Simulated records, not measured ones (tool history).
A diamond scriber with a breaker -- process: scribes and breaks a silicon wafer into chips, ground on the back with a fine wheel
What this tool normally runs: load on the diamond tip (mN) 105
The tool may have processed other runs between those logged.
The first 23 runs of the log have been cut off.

run,hour,load on the diamond tip (mN),wafers since the last listed run,hours since the diamond tip was replaced,hours since the load on the tip was calibrated,"incoming depth of the damage left on the back of the incoming wafer, um",depth of the median crack under the scribed line (um),chips rejected at inspection after the break (%)
24,368.9,89,101,35.4,219.4,1.73,11.1,3.79
25,378.5,78,69,45,229,1.89,10.17,10.85
26,396,131,127,62.5,246.5,2.81,14.59,4.63
27,406.2,133,74,72.7,256.7,2.6,14.55,5.94
28,415.4,93,66,81.9,265.9,1.91,11.28,4.17
29,430.8,81,111,97.3,281.3,2.03,10.2,11.45
30,444.4,105,98,110.9,294.9,2.72,12.07,2.24
31,456.7,115,89,123.2,307.2,1.6,12.87,1.46
32,469.9,73,95,136.4,320.4,2.53,9.22,17.92
33,477.8,105,57,144.3,328.3,1.98,12.03,2.02
34,487.4,91,69,153.9,337.9,1.98,10.78,5.95
35,496.8,82,68,163.3,347.3,2.63,9.95,13.27
36,513.1,119,118,179.6,363.6,2.85,12.99,2.11
37,530.8,113,128,197.3,381.3,2.07,12.56,1.25
38,540.6,105,71,207.1,391.1,2.09,11.81,2.16
39,553.2,105,91,219.7,403.7,2.12,11.81,2.4
40,593.1,85,290,259.6,443.6,2.07,10.23,11.7
41,600.3,118,52,266.8,450.8,2.29,12.73,1.44

Branching from run 41: 5 alternative next runs. What would each branch give?
A,600.8,105,3,267.3,451.3,2.78,?,?
B,600.8,76,3,267.3,451.3,2.78,?,?
C,600.8,125,3,267.3,451.3,2.78,?,?
D,600.8,74,3,267.3,451.3,2.78,?,?
E,600.8,80,3,267.3,451.3,2.78,?,?

run,depth of the median crack under the scribed line (um),chips rejected at inspection after the break (%)
A,11.64,3.37
B,9.22,20.55
C,13.17,2.06
D,9.04,22.63
E,9.57,16.76
Had the tool no hidden state, the same runs would have come out as:
run,depth of the median crack under the scribed line (um),chips rejected at inspection after the break (%)
A,12.64,1.82
B,10.01,12.62
C,14.3,4.54
D,9.82,14.34
E,10.39,9.62

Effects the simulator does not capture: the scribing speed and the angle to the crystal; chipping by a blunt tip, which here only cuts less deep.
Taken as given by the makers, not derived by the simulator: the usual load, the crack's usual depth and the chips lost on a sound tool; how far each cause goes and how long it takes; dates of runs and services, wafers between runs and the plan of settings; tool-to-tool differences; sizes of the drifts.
